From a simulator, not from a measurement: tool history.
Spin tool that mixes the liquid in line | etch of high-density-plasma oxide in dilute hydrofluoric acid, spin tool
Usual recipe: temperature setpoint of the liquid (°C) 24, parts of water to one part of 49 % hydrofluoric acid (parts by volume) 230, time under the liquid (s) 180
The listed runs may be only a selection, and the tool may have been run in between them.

| run | hour | temperature setpoint of the liquid (°C) | parts of water to one part of 49 % hydrofluoric acid (parts by volume) | time under the liquid (s) | wafers since the last listed run | hours since the thermometer was replaced | hours since the hydrofluoric acid flow meter was replaced | hours since the gauge calibration | read-back film thickness of the high-density-plasma oxide reference wafer, read on the same gauge (nm) | thickness taken off the high-density-plasma oxide on a monitor wafer (angstrom) |
|---|---|---|---|---|---|---|---|---|---|---|
| 1 | 0 | 24 | 230 | 180 | 0 | 1422.4 | 762.7 | 1531.3 | 60.01 | 65.4 |
| 2 | 74.3 | 24 | 230 | 180 | 624 | 1496.7 | 837 | 1605.6 | 60 | 64.1 |
| 3 | 128.3 | 24 | 230 | 180 | 454 | 1550.7 | 891 | 1659.6 | 60 | 63.9 |
| 4 | 226.8 | 24 | 230 | 125 | 828 | 1649.2 | 989.5 | 1758.1 | 60 | 44.7 |
| 5 | 323.3 | 27.5 | 230 | 180 | 811 | 1745.7 | 1086 | 1854.6 | 59.98 | 72.6 |
| 6 | 415.8 | 27.5 | 230 | 180 | 777 | 1838.2 | 1178.5 | 1947.1 | 60.03 | 71.5 |
| 7 | 455 | 20.5 | 230 | 180 | 329 | 1877.4 | 1217.7 | 1986.3 | 60.02 | 55.6 |
| 8 | 525.8 | 21 | 230 | 100 | 595 | 1948.2 | 1288.5 | 2057.1 | 59.99 | 31.9 |
| 9 | 590.3 | 24 | 230 | 245 | 542 | 2012.7 | 1353 | 2121.6 | 59.99 | 86.8 |
|  | 615.7 | hydrofluoric acid flow meter replaced |
| 10 | 634.5 | 24 | 230 | 155 | 363 | 2056.9 | 18.8 | 2165.8 | 59.98 | 58.8 |
|  | 648.2 | thermometer replaced |
| 11 | 685.9 | 24 | 230 | 180 | 423 | 37.7 | 70.2 | 2217.2 | 60.02 | 65.2 |
| 12 | 784 | 24 | 230 | 180 | 824 | 135.8 | 168.3 | 2315.3 | 60.01 | 65.1 |
|  | 784.9 | gauge calibrated |
| 13 | 840.8 | 24 | 230 | 180 | 477 | 192.6 | 225.1 | 55.9 | 60.01 | 64.6 |
| 14 | 878.3 | 20 | 230 | 255 | 315 | 230.1 | 262.6 | 93.4 | 59.98 | 78.2 |
| 15 | 941 | 24 | 230 | 180 | 527 | 292.8 | 325.3 | 156.1 | 59.99 | 64.4 |
| 16 | 1036.1 | 24 | 230 | 85 | 799 | 387.9 | 420.4 | 251.2 | 60.01 | 30.5 |
| 17 | 1073.5 | 24 | 270 | 180 | 314 | 425.3 | 457.8 | 288.6 | 59.99 | 52.4 |
| 18 | 1132.9 | 24 | 230 | 180 | 499 | 484.7 | 517.2 | 348 | 59.98 | 64.7 |
| 19 | 1236.3 | 27.5 | 310 | 220 | 869 | 588.1 | 620.6 | 451.4 | 60 | 59.8 |
| 20 | 1312.9 | 24 | 230 | 180 | 644 | 664.7 | 697.2 | 528 | 60 | 64.4 |
| 21 | 1412.2 | 29 | 170 | 230 | 835 | 764 | 796.5 | 627.3 | 59.98 | 142.4 |
| 22 | 1454.2 | 24 | 150 | 75 | 353 | 806 | 838.5 | 669.3 | 60.02 | 44.6 |
| 23 | 1540.6 | 19.5 | 320 | 180 | 726 | 892.4 | 924.9 | 755.7 | 60.02 | 35.6 |
| 24 | 1630.3 | 24 | 230 | 180 | 754 | 982.1 | 1014.6 | 845.4 | 60 | 63.6 |
| 25 | 1699.3 | 24 | 180 | 275 | 580 | 1051.1 | 1083.6 | 914.4 | 59.99 | 129.9 |
| 26 | 1787.4 | 24 | 230 | 180 | 740 | 1139.2 | 1171.7 | 1002.5 | 60 | 63 |
| 27 | 1836.1 | 28.5 | 230 | 240 | 409 | 1187.9 | 1220.4 | 1051.2 | 59.99 | 98.4 |
| 28 | 1881.3 | 27 | 160 | 75 | 380 | 1233.1 | 1265.6 | 1096.4 | 60.01 | 45.6 |
| 29 | 1922.3 | 22 | 285 | 135 | 344 | 1274.1 | 1306.6 | 1137.4 | 60.01 | 32.8 |
| 30 | 2026.4 | 24 | 230 | 180 | 875 | 1378.2 | 1410.7 | 1241.5 | 60.02 | 62.8 |
| 31 | 2077.2 | 26.5 | 230 | 275 | 427 | 1429 | 1461.5 | 1292.3 | 60 | 103.4 |
|  | 2146.6 | hydrofluoric acid flow meter replaced |
| 32 | 2173.7 | 27 | 230 | 135 | 803 | 1525.5 | 27.1 | 1388.8 | 59.99 | 56.6 |

What if the next run were any one of these 4? Each begins from the tool's condition after run 32:
| A | 2174.2 | 24 | 230 | 180 | 4 | 1526 | 27.6 | 1389.3 | ? | ? |
| B | 2174.2 | 24 | 335 | 140 | 4 | 1526 | 27.6 | 1389.3 | ? | ? |
| C | 2174.2 | 24 | 180 | 180 | 4 | 1526 | 27.6 | 1389.3 | ? | ? |
| D | 2174.2 | 21 | 125 | 180 | 4 | 1526 | 27.6 | 1389.3 | ? | ? |

| run | read-back film thickness of the high-density-plasma oxide reference wafer, read on the same gauge (nm) | thickness taken off the high-density-plasma oxide on a monitor wafer (angstrom) |
|---|---|---|
| A | 60.02 | 67.1 |
| B | 60.02 | 32.2 |
| C | 60.02 | 90.6 |
| D | 60.02 | 123.7 |
With no hidden state in the tool, these same runs would have given:
| run | thickness taken off the high-density-plasma oxide on a monitor wafer (angstrom) |
|---|---|
| A | 65.6 |
| B | 31.6 |
| C | 88.4 |
| D | 120.4 |

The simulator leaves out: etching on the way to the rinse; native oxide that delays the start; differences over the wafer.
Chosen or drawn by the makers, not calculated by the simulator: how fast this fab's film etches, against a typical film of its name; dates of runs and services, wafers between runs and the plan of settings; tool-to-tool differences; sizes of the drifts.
